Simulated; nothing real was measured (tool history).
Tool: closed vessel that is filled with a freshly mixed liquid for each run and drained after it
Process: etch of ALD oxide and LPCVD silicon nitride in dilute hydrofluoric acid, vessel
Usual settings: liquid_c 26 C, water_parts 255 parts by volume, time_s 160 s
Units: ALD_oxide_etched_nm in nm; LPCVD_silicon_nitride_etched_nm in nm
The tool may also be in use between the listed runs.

run   hour  liquid_c  water_parts  time_s  read-back film thickness of the ALD oxide reference wafer, read on the same gauge (nm)  read-back film thickness of the LPCVD silicon nitride reference wafer, read on the same gauge (nm)  ALD_oxide_etched_nm  LPCVD_silicon_nitride_etched_nm
  1      0        26          255     160                                                                                   80.06                                                                                             110.017                20.35                            0.383
  2   25.4        26          255     160                                                                                   79.97                                                                                             110.033                20.55                            0.384
  3   45.2        26          255     160                                                                                   79.98                                                                                             109.968                20.65                            0.345
      64.8  -- hydrofluoric acid flow meter replaced
  4   71.3      28.5          160     160                                                                                      80                                                                                              109.99                34.06                            0.585
      86.7  -- gauge calibrated
  5   90.9        26          255     190                                                                                   79.99                                                                                             110.008                20.67                            0.369
  6  117.8      27.5          285     160                                                                                   80.02                                                                                             109.988                16.04                            0.296
  7  135.7        26          380     160                                                                                   79.94                                                                                             109.993                10.48                            0.192
  8  153.1        26          255     160                                                                                   80.02                                                                                             110.021                17.57                              0.3
  9  174.1      21.5          295     160                                                                                   80.03                                                                                             109.991                12.57                            0.225
 10  191.7        29          215     210                                                                                   80.06                                                                                             110.034                31.94                            0.588
 11    227      27.5          285     160                                                                                   79.98                                                                                             109.991                16.16                            0.297
 12  244.6        28          195     160                                                                                   80.02                                                                                             110.006                26.78                            0.447
 13  260.5        28          365     115                                                                                   79.98                                                                                             110.003                  8.5                            0.189
 14    275        26          255     160                                                                                   80.02                                                                                             110.021                18.09                            0.321
 15  291.7        26          305     160                                                                                      80                                                                                             109.999                14.07                            0.236

The next listed run, before its measurement:
 16  323.2        22          255      80                                                                                       ?                                                                                                   ?                    ?                                ?

read-back film thickness of the ALD oxide reference wafer, read on the same gauge (nm): 79.98
read-back film thickness of the LPCVD silicon nitride reference wafer, read on the same gauge (nm): 110.011
ALD_oxide_etched_nm: 7.91 nm
LPCVD_silicon_nitride_etched_nm: 0.123 nm
Without the tool's hidden state the same run would have given ALD_oxide_etched_nm 7.7 nm, LPCVD_silicon_nitride_etched_nm 0.121 nm.
